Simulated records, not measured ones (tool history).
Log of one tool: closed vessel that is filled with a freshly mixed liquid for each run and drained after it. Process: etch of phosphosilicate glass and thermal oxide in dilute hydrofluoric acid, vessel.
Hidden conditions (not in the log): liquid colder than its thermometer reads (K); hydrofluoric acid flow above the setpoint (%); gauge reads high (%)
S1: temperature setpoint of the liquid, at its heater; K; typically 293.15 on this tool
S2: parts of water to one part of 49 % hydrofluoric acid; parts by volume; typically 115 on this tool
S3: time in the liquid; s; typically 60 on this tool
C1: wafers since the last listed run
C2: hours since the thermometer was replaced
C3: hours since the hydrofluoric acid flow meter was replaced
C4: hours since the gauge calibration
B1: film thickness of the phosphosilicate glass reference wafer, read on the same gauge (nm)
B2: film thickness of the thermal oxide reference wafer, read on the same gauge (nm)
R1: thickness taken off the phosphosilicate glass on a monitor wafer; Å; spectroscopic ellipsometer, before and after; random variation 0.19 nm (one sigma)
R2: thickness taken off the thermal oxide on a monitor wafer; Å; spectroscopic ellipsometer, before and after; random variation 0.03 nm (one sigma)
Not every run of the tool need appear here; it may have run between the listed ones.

run 1 hour=0 | S1=293.15 S2=115 S3=50 | C1=0 C2=1148.1 C3=25.1 C4=11.1 | B1=70.03 B2=29.979 | R1=325.6 R2=16.25
run 2 hour=35.2 | S1=293.15 S2=115 S3=60 | C1=3178 C2=1183.3 C3=60.3 C4=46.3 | B1=70.01 B2=29.978 | R1=391.7 R2=20.05
run 3 hour=105.4 | S1=293.15 S2=115 S3=60 | C1=6338 C2=1253.5 C3=130.5 C4=116.5 | B1=70.02 B2=29.997 | R1=399.6 R2=20.35
run 4 hour=144.7 | S1=293.15 S2=115 S3=60 | C1=3548 C2=1292.8 C3=169.8 C4=155.8 | B1=70 B2=30.032 | R1=397.6 R2=20.53
run 5 hour=205.7 | S1=293.15 S2=115 S3=60 | C1=5507 C2=1353.8 C3=230.8 C4=216.8 | B1=70.01 B2=29.991 | R1=408.4 R2=20.97
-- hour=238.7 thermometer replaced
run 6 hour=245.8 | S1=293.15 S2=115 S3=35 | C1=3530 C2=7.1 C3=270.9 C4=256.9 | B1=70.01 B2=29.973 | R1=234.8 R2=11.88
run 7 hour=279.1 | S1=293.15 S2=115 S3=60 | C1=3006 C2=40.4 C3=304.2 C4=290.2 | B1=70.01 B2=29.993 | R1=408.8 R2=20.13
run 8 hour=323.8 | S1=296.15 S2=145 S3=50 | C1=4036 C2=85.1 C3=348.9 C4=334.9 | B1=70.01 B2=30.014 | R1=298.9 R2=15.35
run 9 hour=348.5 | S1=290.15 S2=75 S3=50 | C1=2230 C2=109.8 C3=373.6 C4=359.6 | B1=70.01 B2=30.012 | R1=481 R2=25.3
run 10 hour=393.6 | S1=296.15 S2=150 S3=35 | C1=4072 C2=154.9 C3=418.7 C4=404.7 | B1=70.03 B2=29.974 | R1=202.8 R2=10.09
run 11 hour=436.5 | S1=290.15 S2=85 S3=60 | C1=3873 C2=197.8 C3=461.6 C4=447.6 | B1=70.04 B2=30 | R1=507.9 R2=25.8
-- hour=448.7 hydrofluoric acid flow meter replaced
run 12 hour=474 | S1=293.15 S2=115 S3=60 | C1=3295 C2=235.3 C3=25.3 C4=485.1 | B1=70 B2=29.986 | R1=391.5 R2=20.15
run 13 hour=505.3 | S1=293.15 S2=115 S3=60 | C1=2826 C2=266.6 C3=56.6 C4=516.4 | B1=70.02 B2=30.008 | R1=394.7 R2=19.57
run 14 hour=559.8 | S1=293.15 S2=170 S3=45 | C1=4920 C2=321.1 C3=111.1 C4=570.9 | B1=70.02 B2=29.961 | R1=189.7 R2=9.6
-- hour=590.9 gauge calibrated
run 15 hour=741.7 | S1=293.15 S2=115 S3=90 | C1=16424 C2=503 C3=293 C4=150.8 | B1=69.99 B2=30.03 | R1=606.4 R2=29.87

Exercise: give the hidden state of the tool at every run:
liquid colder than its thermometer reads (K): 0 across all the runs
gauge reads high (%): 0 across all the runs
H1: hydrofluoric acid flow above the setpoint (%)
run=1 H1=1.29
run=2 H1=1.72
run=3 H1=2.58
run=4 H1=3.06
run=5 H1=3.81
run=6 H1=4.31
run=7 H1=4.72
run=8 H1=5.27
run=9 H1=5.57
run=10 H1=6.12
run=11 H1=6.65
run=12 H1=1.03
run=13 H1=1.42
run=14 H1=2.09
run=15 H1=4.32

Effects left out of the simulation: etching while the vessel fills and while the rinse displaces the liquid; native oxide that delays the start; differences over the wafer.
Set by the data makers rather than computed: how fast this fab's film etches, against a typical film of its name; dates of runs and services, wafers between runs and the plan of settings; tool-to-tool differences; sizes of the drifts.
